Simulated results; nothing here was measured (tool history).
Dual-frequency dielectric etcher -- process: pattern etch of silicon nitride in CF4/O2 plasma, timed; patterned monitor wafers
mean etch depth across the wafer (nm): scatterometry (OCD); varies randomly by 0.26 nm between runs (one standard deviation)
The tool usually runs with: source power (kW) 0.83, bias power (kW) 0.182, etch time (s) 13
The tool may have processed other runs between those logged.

| run | day | source power (kW) | bias power (kW) | etch time (s) | read-back reference wafer on the same gauge, depth_nm | mean etch depth across the wafer (nm) |
|---|---|---|---|---|---|---|
| 1 | 0 | 0.83 | 0.182 | 13 | 46.82 | 44.36 |
| 2 | 1.5 | 0.83 | 0.182 | 13 | 46.82 | 44.55 |
| 3 | 2.512 | 0.83 | 0.182 | 13 | 46.82 | 44.16 |
| 4 | 3.7 | 0.83 | 0.182 | 13 | 46.73 | 44.07 |
| 5 | 5.942 | 0.83 | 0.182 | 13 | 46.78 | 43.4 |
| 6 | 7.792 | 0.83 | 0.182 | 13 | 46.84 | 43.46 |
| 7 | 9.854 | 0.83 | 0.182 | 13 | 46.86 | 43.72 |
| 8 | 11.804 | 0.83 | 0.211 | 13 | 46.79 | 44.4 |
|  | 14.217 | wet clean of the chamber |
| 9 | 14.362 | 0.83 | 0.182 | 13 | 46.76 | 45.52 |
|  | 16.479 | gauge calibrated |
| 10 | 16.808 | 0.73 | 0.227 | 16 | 46.76 | 51.41 |
|  | 18.025 | source power generator calibrated |
| 11 | 18.7 | 1.03 | 0.182 | 13 | 46.84 | 56.44 |
|  | 21.346 | bias power generator calibrated |
| 12 | 21.367 | 0.83 | 0.182 | 13 | 46.88 | 44.73 |
| 13 | 22.721 | 0.83 | 0.208 | 13 | 46.76 | 46.16 |
|  | 24.412 | upper electrode replaced, of another model than before |
| 14 | 24.433 | 0.94 | 0.166 | 17 | 46.8 | 61.76 |
| 15 | 27.104 | 0.83 | 0.17 | 13 | 46.78 | 42.43 |
| 16 | 29.838 | 0.83 | 0.182 | 13 | 46.73 | 43.21 |
| 17 | 32.421 | 0.83 | 0.182 | 17 | 46.75 | 56.79 |
|  | 33.962 | wet clean of the chamber |
| 18 | 34.796 | 0.92 | 0.216 | 13 | 46.81 | 52.58 |

4 ways to go on from here, each from the tool as it stands after run 18. What would each give?
| A | 34.812 | 0.83 | 0.182 | 13 | ? | ? |
| B | 34.812 | 0.83 | 0.156 | 13 | ? | ? |
| C | 34.812 | 0.83 | 0.215 | 13 | ? | ? |
| D | 34.812 | 1.04 | 0.211 | 12 | ? | ? |

| run | read-back reference wafer on the same gauge, depth_nm | mean etch depth across the wafer (nm) |
|---|---|---|
| A | 46.78 | 44.86 |
| B | 46.78 | 42.01 |
| C | 46.78 | 48.18 |
| D | 46.78 | 52.89 |
Take away the tool's hidden state, keep each run's random variation, and the runs would have read:
| run | mean etch depth across the wafer (nm) |
|---|---|
| A | 45.2 |
| B | 42.33 |
| C | 48.55 |
| D | 53.29 |
